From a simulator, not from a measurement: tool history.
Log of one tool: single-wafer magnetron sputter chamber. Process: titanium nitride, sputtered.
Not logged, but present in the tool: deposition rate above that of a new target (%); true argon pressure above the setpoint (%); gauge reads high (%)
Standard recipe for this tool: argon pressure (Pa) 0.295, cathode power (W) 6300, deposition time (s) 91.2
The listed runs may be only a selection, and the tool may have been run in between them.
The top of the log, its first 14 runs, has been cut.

run,hour,argon pressure (Pa),cathode power (W),deposition time (s),wafers since the last listed run,wafers on the sputter target,hours since the last manometer calibration,hours since the magnet pack was replaced,hours since the gauge calibration,"read-back reference wafer on the same gauge, thickness_nm",mean film thickness on the monitor wafer (Å)
15,163.6,0.295,6300,91.2,126,4320,1720.6,79.1,448.8,122.953,1091.4
16,178.4,0.245,4750,91.2,229,4549,1735.4,93.9,463.6,123.036,843.34
# hour 189.3: sputter target and shields replaced
# hour 192.5: capacitance manometer re-zeroed and calibrated
17,193,0.248,4900,91.2,52,8,0.5,108.5,478.2,123.007,872.6
18,207.5,0.208,7000,109.2,224,232,15,123,492.7,122.955,1493.51
19,222,0.237,5800,85.9,224,456,29.5,137.5,507.2,123.01,970.35
20,229.9,0.295,5500,99.3,122,579,37.4,145.4,515.1,123.013,1047.6
# hour 234.9: gauge calibrated
21,236.1,0.295,6300,91.2,95,674,43.6,151.6,1.2,122.925,1096.52
22,249.7,0.262,6300,104.9,210,885,57.2,165.2,14.8,123.025,1272.35
23,265.2,0.364,6850,95.8,239,1125,72.7,180.7,30.3,122.94,1218.49
24,272.7,0.295,6300,91.2,116,1241,80.2,188.2,37.8,122.978,1097.11
25,279.7,0.295,6300,91.2,108,1349,87.2,195.2,44.8,122.996,1095.04
26,286.9,0.215,5400,91.2,111,1461,94.4,202.4,52,123.024,966.97
27,297.3,0.295,7250,91.2,160,1621,104.8,212.8,62.4,123.078,1254.24
28,309.6,0.295,7500,79,190,1812,117.1,225.1,74.7,123.096,1122.09
29,319.7,0.333,7450,81.9,156,1968,127.2,235.2,84.8,122.986,1141.95
30,332.7,0.295,7850,77,201,2169,140.2,248.2,97.8,123.011,1140.45
31,345.9,0.197,6950,98,204,2374,153.4,261.4,111,123.119,1333.71
32,354.3,0.295,6300,91.2,129,2504,161.8,269.8,119.4,122.95,1092.7
33,370.3,0.295,6300,78.7,247,2751,177.8,285.8,135.4,123.034,940.53
34,381.9,0.295,6300,91.2,179,2931,189.4,297.4,147,122.918,1090
35,390,0.364,6850,95.8,125,3056,197.5,305.5,155.1,123.003,1213.07
36,398.6,0.295,6300,91.2,133,3189,206.1,314.1,163.7,123.072,1087.73

Forecast each of these 3 alternatives for the next run:
A,399,0.295,6300,91.2,6,3195,206.5,314.5,164.1,?,?
B,399,0.295,6300,107,6,3195,206.5,314.5,164.1,?,?
C,399,0.213,5700,85,6,3195,206.5,314.5,164.1,?,?

run,"read-back reference wafer on the same gauge, thickness_nm",mean film thickness on the monitor wafer (Å)
A,123.013,1088.02
B,123.013,1276.51
C,123.013,945.31
Without the tool's hidden state the same runs would have given:
run,mean film thickness on the monitor wafer (Å)
A,1092.04
B,1281.23
C,949.77

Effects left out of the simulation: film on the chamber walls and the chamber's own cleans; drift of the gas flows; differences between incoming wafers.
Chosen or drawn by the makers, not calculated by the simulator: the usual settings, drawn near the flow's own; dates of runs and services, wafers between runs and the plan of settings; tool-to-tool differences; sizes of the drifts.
